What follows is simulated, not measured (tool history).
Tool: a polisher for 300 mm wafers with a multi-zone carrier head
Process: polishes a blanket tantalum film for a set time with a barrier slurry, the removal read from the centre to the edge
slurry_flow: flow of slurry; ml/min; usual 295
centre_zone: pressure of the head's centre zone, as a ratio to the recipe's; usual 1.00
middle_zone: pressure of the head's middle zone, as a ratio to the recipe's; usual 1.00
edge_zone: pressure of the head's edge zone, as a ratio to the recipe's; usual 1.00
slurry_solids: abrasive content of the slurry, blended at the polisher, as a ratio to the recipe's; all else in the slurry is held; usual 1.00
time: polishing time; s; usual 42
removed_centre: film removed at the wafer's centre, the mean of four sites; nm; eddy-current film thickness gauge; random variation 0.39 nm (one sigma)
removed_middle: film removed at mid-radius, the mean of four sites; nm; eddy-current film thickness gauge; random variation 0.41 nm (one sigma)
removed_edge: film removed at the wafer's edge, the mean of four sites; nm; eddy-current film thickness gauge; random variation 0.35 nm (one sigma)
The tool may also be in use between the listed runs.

run   hour  slurry_flow  centre_zone  middle_zone  edge_zone  slurry_solids  time  incoming thickness of the incoming film, nm  removed_centre  removed_middle  removed_edge
  1    0.0          295         1.00         1.00       1.00           0.85    33                                        414.0            27.1            25.8          27.1
  2   10.2          295         1.00         1.00       1.00           1.00    42                                        408.9            35.6            34.5          36.9
  3   26.0          295         1.00         1.00       1.00           1.00    42                                        401.5            35.5            34.2          36.2
  4   38.2          295         1.00         1.00       1.00           1.00    42                                        405.1            34.7            33.5          35.6
  5   55.4          295         1.00         1.07       1.00           1.25    42                                        409.0            37.9            37.5          36.8
      61.1  -- worn pad replaced by a new one
  6   67.7          295         1.00         1.00       0.88           0.75    27                                        411.2            21.2            20.1          20.4
      83.8  -- slurry nozzle cleaned
  7   85.6          295         1.00         1.00       1.00           1.00    42                                        402.6            36.6            35.7          37.0
  8  102.0          205         1.12         1.00       0.96           1.00    42                                        414.0            40.1            34.1          35.7
  9  117.5          230         1.00         0.94       0.97           1.00    30                                        413.1            25.0            23.9          25.7
 10  128.6          255         1.00         1.00       1.00           1.00    42                                        417.7            36.2            34.6          36.3
 11  136.5          370         1.00         1.00       1.00           0.80    42                                        414.1            33.2            32.7          33.7
 12  151.9          335         1.00         1.00       1.00           1.00    42                                        409.0            36.2            34.6          36.0
     162.4  -- edge zone pressure recalibrated
     170.7  -- worn pad replaced by a new one
 13  205.1          250         1.09         1.00       0.96           1.00    37                                        407.1            34.3            30.2          32.0
     225.1  -- carrier head's membrane replaced by a new one
 14  225.6          250         1.09         1.00       0.96           1.00    37                                        415.1            34.0            30.5          31.7
 15  229.1          345         1.00         0.96       1.00           1.00    42                                        418.1            36.2            34.2          36.4
 16  243.3          295         1.00         1.00       1.00           0.85    42                                        409.3            33.5            32.9          33.4
 17  257.9          295         1.07         1.06       1.00           1.00    42                                        407.2            37.6            35.5          35.5
 18  264.1          295         1.00         1.00       1.00           0.90    51                                        409.4            41.0            39.2          41.7
     282.1  -- worn pad replaced by a new one
 19  282.6          295         1.00         1.00       0.97           1.00    42                                        413.9            37.6            35.6          36.8
 20  288.2          295         1.07         1.00       1.00           1.00    42                                        416.1            38.8            35.9          36.7
 21  296.2          295         1.00         1.00       0.93           0.80    42                                        403.4            33.9            33.0          33.6
     308.1  -- centre zone pressure recalibrated
 22  327.8          295         1.00         1.00       1.00           1.00    52                                        409.0            45.4            43.8          45.5
 23  342.3          295         1.00         1.00       1.00           1.00    42                                        408.4            36.1            35.2          37.3

3 ways to go on from here, each from the tool as it stands after run 23. What would each give?
  A  342.7          295         1.00         1.00       1.00           1.00    51                                        409.3               ?               ?             ?
  B  342.7          295         1.08         1.00       1.00           1.00    37                                        409.3               ?               ?             ?
  C  342.7          400         1.00         1.00       1.00           1.00    42                                        409.3               ?               ?             ?

run  removed_centre  removed_middle  removed_edge
  A            43.0            42.9          44.1
  B            33.7            31.1          32.0
  C            36.3            36.1          37.0
Without the tool's hidden state the same runs would have given:
run  removed_centre  removed_middle  removed_edge
  A            43.9            43.8          45.1
  B            34.4            31.7          32.7
  C            37.0            36.9          37.7

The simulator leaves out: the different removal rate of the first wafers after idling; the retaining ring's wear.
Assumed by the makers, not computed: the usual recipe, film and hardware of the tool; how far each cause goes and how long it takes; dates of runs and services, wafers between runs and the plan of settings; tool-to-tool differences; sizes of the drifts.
